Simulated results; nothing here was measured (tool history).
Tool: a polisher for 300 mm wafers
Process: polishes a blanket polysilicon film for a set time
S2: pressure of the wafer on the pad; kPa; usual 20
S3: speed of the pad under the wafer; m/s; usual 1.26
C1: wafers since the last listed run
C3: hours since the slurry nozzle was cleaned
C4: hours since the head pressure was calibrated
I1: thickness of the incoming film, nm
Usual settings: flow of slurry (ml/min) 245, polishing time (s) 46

{"run": 1, "hour": 0.0, "flow of slurry (ml/min)": 245, "S2": 20, "S3": 0.94, "polishing time (s)": 46, "C1": 0, "wafers polished on this pad": 259, "C3": 273.3, "C4": 693.7, "I1": 1554.6, "film removed (Å)": 3426}
{"run": 2, "hour": 32.0, "flow of slurry (ml/min)": 245, "S2": 20, "S3": 0.94, "polishing time (s)": 46, "C1": 306, "wafers polished on this pad": 565, "C3": 305.3, "C4": 725.7, "I1": 1560.4, "film removed (Å)": 3444}
{"run": 3, "hour": 98.9, "flow of slurry (ml/min)": 245, "S2": 20, "S3": 1.26, "polishing time (s)": 46, "C1": 640, "wafers polished on this pad": 1206, "C3": 372.2, "C4": 792.6, "I1": 1542.1, "film removed (Å)": 4636}
{"run": 4, "hour": 139.9, "flow of slurry (ml/min)": 245, "S2": 20, "S3": 1.26, "polishing time (s)": 46, "C1": 392, "wafers polished on this pad": 1599, "C3": 413.2, "C4": 833.6, "I1": 1547.5, "film removed (Å)": 4609}
{"run": 5, "hour": 208.1, "flow of slurry (ml/min)": 245, "S2": 20, "S3": 1.08, "polishing time (s)": 46, "C1": 653, "wafers polished on this pad": 2252, "C3": 481.4, "C4": 901.8, "I1": 1546.4, "film removed (Å)": 3919}
{"run": 6, "hour": 240.7, "flow of slurry (ml/min)": 245, "S2": 20, "S3": 1.26, "polishing time (s)": 55, "C1": 312, "wafers polished on this pad": 2565, "C3": 514, "C4": 934.4, "I1": 1576.4, "film removed (Å)": 5455}
{"run": 7, "hour": 292.0, "flow of slurry (ml/min)": 245, "S2": 20, "S3": 1.26, "polishing time (s)": 55, "C1": 491, "wafers polished on this pad": 3056, "C3": 565.3, "C4": 985.7, "I1": 1519.9, "film removed (Å)": 5520}
{"run": 8, "hour": 322.2, "flow of slurry (ml/min)": 245, "S2": 17.9, "S3": 1.04, "polishing time (s)": 46, "C1": 289, "wafers polished on this pad": 3345, "C3": 595.5, "C4": 1015.9, "I1": 1523.9, "film removed (Å)": 3393}
{"run": 9, "hour": 383.8, "flow of slurry (ml/min)": 245, "S2": 17.9, "S3": 1.04, "polishing time (s)": 46, "C1": 590, "wafers polished on this pad": 3936, "C3": 657.1, "C4": 1077.5, "I1": 1563.4, "film removed (Å)": 3391}
{"hour": 406.9, "done": "worn pad replaced by a new one"}
{"run": 10, "hour": 432.5, "flow of slurry (ml/min)": 245, "S2": 17.9, "S3": 1.04, "polishing time (s)": 46, "C1": 428, "wafers polished on this pad": 245, "C3": 705.8, "C4": 1126.2, "I1": 1528.1, "film removed (Å)": 3430}
{"run": 11, "hour": 465.5, "flow of slurry (ml/min)": 245, "S2": 20, "S3": 1.26, "polishing time (s)": 46, "C1": 316, "wafers polished on this pad": 561, "C3": 738.8, "C4": 1159.2, "I1": 1538.9, "film removed (Å)": 4570}
{"hour": 513.5, "done": "slurry nozzle cleaned"}
{"run": 12, "hour": 530.8, "flow of slurry (ml/min)": 245, "S2": 20, "S3": 1.26, "polishing time (s)": 46, "C1": 616, "wafers polished on this pad": 1177, "C3": 17.3, "C4": 1224.5, "I1": 1555.4, "film removed (Å)": 4443}
{"run": 13, "hour": 566.2, "flow of slurry (ml/min)": 245, "S2": 20, "S3": 1.26, "polishing time (s)": 46, "C1": 339, "wafers polished on this pad": 1516, "C3": 52.7, "C4": 1259.9, "I1": 1556.8, "film removed (Å)": 4384}
{"run": 14, "hour": 629.9, "flow of slurry (ml/min)": 245, "S2": 20, "S3": 1.54, "polishing time (s)": 46, "C1": 610, "wafers polished on this pad": 2127, "C3": 116.4, "C4": 1323.6, "I1": 1529.7, "film removed (Å)": 5356}
{"run": 15, "hour": 675.7, "flow of slurry (ml/min)": 245, "S2": 20, "S3": 1.26, "polishing time (s)": 46, "C1": 438, "wafers polished on this pad": 2565, "C3": 162.2, "C4": 1369.4, "I1": 1573, "film removed (Å)": 4359}
{"run": 16, "hour": 700.8, "flow of slurry (ml/min)": 245, "S2": 20, "S3": 1.26, "polishing time (s)": 46, "C1": 240, "wafers polished on this pad": 2806, "C3": 187.3, "C4": 1394.5, "I1": 1544.5, "film removed (Å)": 4325}
{"run": 17, "hour": 769.7, "flow of slurry (ml/min)": 245, "S2": 20, "S3": 1.54, "polishing time (s)": 46, "C1": 660, "wafers polished on this pad": 3466, "C3": 256.2, "C4": 1463.4, "I1": 1556.3, "film removed (Å)": 5233}
{"run": 18, "hour": 812.4, "flow of slurry (ml/min)": 245, "S2": 20, "S3": 1.26, "polishing time (s)": 46, "C1": 409, "wafers polished on this pad": 3875, "C3": 298.9, "C4": 1506.1, "I1": 1572.9, "film removed (Å)": 4289}

The next listed run, before its measurement:
{"hour": 840.9, "done": "slurry nozzle cleaned, repeated, since the last time left the tool worse"}
{"run": 19, "hour": 871.7, "flow of slurry (ml/min)": 305, "S2": 20, "S3": 1.12, "polishing time (s)": 52, "C1": 558, "wafers polished on this pad": 4434, "C3": 30.8, "C4": 1565.4, "I1": 1575, "film removed (Å)": "?"}

film removed (Å): 4803
Without the tool's hidden state the same run would have given film removed (Å) 4837.
